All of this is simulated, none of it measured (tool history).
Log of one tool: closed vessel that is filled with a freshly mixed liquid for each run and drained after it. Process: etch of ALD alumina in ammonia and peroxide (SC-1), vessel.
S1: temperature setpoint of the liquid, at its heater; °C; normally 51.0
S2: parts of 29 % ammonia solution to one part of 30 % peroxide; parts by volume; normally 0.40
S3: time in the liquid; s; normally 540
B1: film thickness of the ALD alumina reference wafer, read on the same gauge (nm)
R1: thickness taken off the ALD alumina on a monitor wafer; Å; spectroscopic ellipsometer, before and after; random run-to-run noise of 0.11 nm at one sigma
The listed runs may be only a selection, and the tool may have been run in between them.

run 1 hour=0.0 | S1=51.0 S2=0.45 S3=450 | B1=109.98 | R1=237.0
run 2 hour=19.3 | S1=51.0 S2=0.45 S3=450 | B1=109.99 | R1=235.6
run 3 hour=41.4 | S1=51.0 S2=0.45 S3=450 | B1=110.04 | R1=235.9
run 4 hour=69.7 | S1=51.0 S2=0.40 S3=675 | B1=110.00 | R1=346.9
run 5 hour=103.1 | S1=51.0 S2=0.40 S3=675 | B1=110.03 | R1=347.8
run 6 hour=128.8 | S1=58.0 S2=0.50 S3=310 | B1=110.05 | R1=237.6
-- hour=161.6 new drum of ammonia solution connected, repeated, since the last time left the tool worse
run 7 hour=162.8 | S1=55.5 S2=0.35 S3=630 | B1=109.98 | R1=416.3
-- hour=164.2 thermometer replaced
run 8 hour=192.9 | S1=61.0 S2=0.35 S3=540 | B1=110.05 | R1=473.1
run 9 hour=219.5 | S1=51.0 S2=0.40 S3=540 | B1=110.01 | R1=284.1
run 10 hour=232.5 | S1=55.5 S2=0.25 S3=540 | B1=110.03 | R1=346.2
run 11 hour=258.8 | S1=51.0 S2=0.45 S3=540 | B1=109.96 | R1=283.7
run 12 hour=272.7 | S1=51.0 S2=0.20 S3=840 | B1=110.02 | R1=412.4
-- hour=356.6 gauge calibrated
run 13 hour=362.5 | S1=51.0 S2=0.40 S3=540 | B1=110.02 | R1=284.2
run 14 hour=386.9 | S1=51.0 S2=0.60 S3=540 | B1=109.98 | R1=294.8
-- hour=484.7 ammonia flow meter replaced
run 15 hour=488.1 | S1=51.0 S2=0.45 S3=720 | B1=110.04 | R1=381.4
run 16 hour=510.7 | S1=51.0 S2=0.25 S3=540 | B1=110.05 | R1=269.6
-- hour=519.7 new drum of ammonia solution connected
run 17 hour=544.3 | S1=51.0 S2=0.40 S3=540 | B1=110.02 | R1=283.1
run 18 hour=581.4 | S1=45.5 S2=0.30 S3=685 | B1=110.01 | R1=258.2
run 19 hour=615.4 | S1=60.5 S2=0.30 S3=830 | B1=110.00 | R1=702.8
run 20 hour=637.1 | S1=48.0 S2=0.30 S3=540 | B1=109.99 | R1=233.4
run 21 hour=651.9 | S1=51.0 S2=0.45 S3=450 | B1=109.99 | R1=237.9
run 22 hour=670.0 | S1=51.0 S2=0.20 S3=320 | B1=109.98 | R1=156.6
run 23 hour=683.7 | S1=51.0 S2=0.40 S3=540 | B1=110.00 | R1=283.5
run 24 hour=719.0 | S1=51.0 S2=0.25 S3=710 | B1=110.02 | R1=354.5
run 25 hour=744.2 | S1=51.0 S2=0.40 S3=540 | B1=110.00 | R1=283.2
run 26 hour=761.6 | S1=56.5 S2=0.60 S3=825 | B1=109.96 | R1=600.9
run 27 hour=779.3 | S1=47.0 S2=0.55 S3=540 | B1=110.03 | R1=233.5
run 28 hour=804.3 | S1=55.5 S2=0.40 S3=540 | B1=109.99 | R1=360.9

Measured minus without-hidden-state, run by run (identical run-to-run variation in each term; gauge scatter may differ):
The hidden state here: liquid hotter than its thermometer reads (K); ammonia flow above the setpoint (%); ammonia solution weaker than its label (%); gauge reads high (%).
run=1 R1=-3.1
run=2 R1=-3.2
run=3 R1=-3.3
run=4 R1=-5.0
run=5 R1=-5.3
run=6 R1=-3.7
run=7 R1=-0.2
run=8 R1=-0.5
run=9 R1=-0.5
run=10 R1=-0.6
run=11 R1=-0.6
run=12 R1=-1.0
run=13 R1=-1.2
run=14 R1=-1.3
run=15 R1=-2.4
run=16 R1=-1.8
run=17 R1=-0.2
run=18 R1=-0.4
run=19 R1=-1.4
run=20 R1=-0.6
run=21 R1=-0.6
run=22 R1=-0.4
run=23 R1=-1.0
run=24 R1=-1.4
run=25 R1=-1.2
run=26 R1=-2.8
run=27 R1=-1.2
run=28 R1=-2.0
